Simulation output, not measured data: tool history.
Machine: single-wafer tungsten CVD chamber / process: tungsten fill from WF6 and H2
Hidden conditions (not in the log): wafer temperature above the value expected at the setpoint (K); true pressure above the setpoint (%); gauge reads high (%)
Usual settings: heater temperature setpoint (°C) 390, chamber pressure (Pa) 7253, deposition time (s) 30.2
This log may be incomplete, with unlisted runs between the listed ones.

| run | hour | heater temperature setpoint (°C) | chamber pressure (Pa) | deposition time (s) | wafers since the last listed run | hours since the last thermocouple change | hours since the last manometer calibration | hours since the showerhead was replaced | hours since the gauge calibration | read-back reference wafer on the same gauge, thickness_nm | mean film thickness on the monitor wafer (Å) |
|---|---|---|---|---|---|---|---|---|---|---|---|
| 1 | 0.0 | 390 | 7253 | 30.2 | 0 | 1672.9 | 1932.0 | 4976.2 | 25.3 | 95.181 | 783.55 |
| 2 | 11.8 | 390 | 7253 | 30.2 | 308 | 1684.7 | 1943.8 | 4988.0 | 37.1 | 95.203 | 784.04 |
| 3 | 19.1 | 390 | 7253 | 30.2 | 190 | 1692.0 | 1951.1 | 4995.3 | 44.4 | 95.221 | 781.98 |
| 4 | 31.0 | 390 | 7253 | 30.2 | 311 | 1703.9 | 1963.0 | 5007.2 | 56.3 | 95.251 | 778.71 |
| 5 | 42.5 | 390 | 7253 | 30.2 | 300 | 1715.4 | 1974.5 | 5018.7 | 67.8 | 95.200 | 777.89 |
|  | 62.2 | showerhead replaced |
| 6 | 62.7 | 390 | 7253 | 30.2 | 319 | 1735.6 | 1994.7 | 0.5 | 88.0 | 95.206 | 772.53 |
| 7 | 64.2 | 390 | 7253 | 30.2 | 39 | 1737.1 | 1996.2 | 2.0 | 89.5 | 95.232 | 777.56 |
|  | 78.2 | thermocouple changed; heater temperature recalibrated |
| 8 | 109.4 | 396 | 7253 | 25.1 | 972 | 31.2 | 2041.4 | 47.2 | 134.7 | 95.185 | 827.40 |
|  | 117.5 | gauge calibrated |
|  | 131.4 | capacitance manometer re-zeroed and calibrated |
| 9 | 131.9 | 390 | 7826 | 30.2 | 379 | 53.7 | 0.5 | 69.7 | 14.4 | 95.216 | 902.34 |
| 10 | 134.9 | 395 | 8933 | 32.7 | 78 | 56.7 | 3.5 | 72.7 | 17.4 | 95.165 | 1141.03 |
| 11 | 142.7 | 385 | 6053 | 25.5 | 204 | 64.5 | 11.3 | 80.5 | 25.2 | 95.252 | 617.57 |
| 12 | 150.1 | 395 | 8933 | 32.7 | 193 | 71.9 | 18.7 | 87.9 | 32.6 | 95.211 | 1137.82 |
| 13 | 161.2 | 399 | 6253 | 30.2 | 290 | 83.0 | 29.8 | 99.0 | 43.7 | 95.191 | 1006.48 |
| 14 | 183.7 | 378 | 7253 | 30.2 | 588 | 105.5 | 52.3 | 121.5 | 66.2 | 95.156 | 662.41 |

For some of the steps in mean film thickness on the monitor wafer (Å) from one run to the next: how much would appear even if the tool had no hidden state, given the settings, what came in and random variation, and how much remains for the hidden state plus any gauge scatter that the measured result and the result without hidden state don't share?
Run 7 -> 8: heater temperature setpoint (°C) 390 -> 396, deposition time (s) 30.2 -> 25.1, thermocouple changed; heater temperature recalibrated. mean film thickness on the monitor wafer (Å) +49.84: hidden state +99.87, all else -50.03.
Run 10 -> 11: heater temperature setpoint (°C) 395 -> 385, chamber pressure (Pa) 8933 -> 6053, deposition time (s) 32.7 -> 25.5. mean film thickness on the monitor wafer (Å) -523.46: hidden state -1.95, all else -521.51.
